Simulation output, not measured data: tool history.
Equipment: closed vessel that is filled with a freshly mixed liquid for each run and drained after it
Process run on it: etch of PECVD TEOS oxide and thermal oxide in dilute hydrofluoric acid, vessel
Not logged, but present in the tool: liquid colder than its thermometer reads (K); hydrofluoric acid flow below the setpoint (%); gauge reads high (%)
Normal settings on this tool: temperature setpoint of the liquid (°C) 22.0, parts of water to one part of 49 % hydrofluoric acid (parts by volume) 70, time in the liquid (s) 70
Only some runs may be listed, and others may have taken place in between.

run	hour	temperature setpoint of the liquid (°C)	parts of water to one part of 49 % hydrofluoric acid (parts by volume)	time in the liquid (s)	wafers since the last listed run	hours since the thermometer was replaced	hours since the hydrofluoric acid flow meter was replaced	hours since the gauge calibration	read-back film thickness of the PECVD TEOS oxide reference wafer, read on the same gauge (nm)	read-back film thickness of the thermal oxide reference wafer, read on the same gauge (nm)	thickness taken off the PECVD TEOS oxide on a monitor wafer (angstrom)	thickness taken off the thermal oxide on a monitor wafer (angstrom)
1	0.0	22.0	70	70	0	685.2	1043.1	178.9	100.00	150.012	184.4	42.45
# hour 62.2: thermometer replaced
2	91.4	22.0	60	70	7804	29.2	1134.5	270.3	100.03	150.012	219.2	50.23
3	138.7	22.0	60	70	4083	76.5	1181.8	317.6	99.99	149.994	219.3	50.17
4	234.1	24.0	70	70	8236	171.9	1277.2	413.0	99.96	150.000	199.2	46.21
5	313.4	24.0	70	70	6846	251.2	1356.5	492.3	100.00	150.022	202.3	45.50
# hour 487.0: gauge calibrated
6	584.7	24.0	70	70	23421	522.5	1627.8	97.7	99.98	150.005	199.4	44.81
# hour 590.7: hydrofluoric acid flow meter replaced
7	628.6	25.5	70	70	3703	566.4	37.9	141.6	100.00	150.004	216.7	49.90
8	714.7	25.5	70	70	7433	652.5	124.0	227.7	99.98	150.003	220.6	49.52
# hour 722.7: thermometer replaced
9	813.8	20.0	70	110	8469	91.1	223.1	326.8	100.01	150.017	271.1	62.74
10	888.1	26.0	80	45	6414	165.4	297.4	401.1	99.96	149.997	123.0	28.10
11	936.9	22.0	70	100	4213	214.2	346.2	449.9	99.99	150.004	266.3	62.09
12	1010.0	17.5	70	105	6310	287.3	419.3	523.0	100.02	150.007	233.7	53.20
13	1050.4	22.0	85	50	3487	327.7	459.7	563.4	100.03	149.984	108.5	24.33
14	1135.3	24.5	45	100	7329	412.6	544.6	648.3	99.97	150.008	478.3	109.05
# hour 1156.2: gauge calibrated
15	1190.2	22.0	70	70	4739	467.5	599.5	34.0	100.01	149.987	186.3	43.07
16	1256.8	22.0	95	35	5749	534.1	666.1	100.6	100.03	149.982	66.1	15.27

What if the next run were any one of these 3? Each begins from the tool's condition after run 16:
A	1257.5	22.0	70	70	60	534.8	666.8	101.3	?	?	?	?
B	1257.5	22.0	70	50	60	534.8	666.8	101.3	?	?	?	?
C	1257.5	25.5	100	70	60	534.8	666.8	101.3	?	?	?	?

run	read-back film thickness of the PECVD TEOS oxide reference wafer, read on the same gauge (nm)	read-back film thickness of the thermal oxide reference wafer, read on the same gauge (nm)	thickness taken off the PECVD TEOS oxide on a monitor wafer (angstrom)	thickness taken off the thermal oxide on a monitor wafer (angstrom)
A	99.98	149.987	185.9	42.38
B	99.98	149.987	132.8	30.27
C	99.98	149.987	144.1	32.84
Stripped of hidden state, with their random variation kept, the same runs would have yielded:
run	thickness taken off the PECVD TEOS oxide on a monitor wafer (angstrom)	thickness taken off the thermal oxide on a monitor wafer (angstrom)
A	193.2	44.04
B	138.0	31.46
C	149.9	34.17
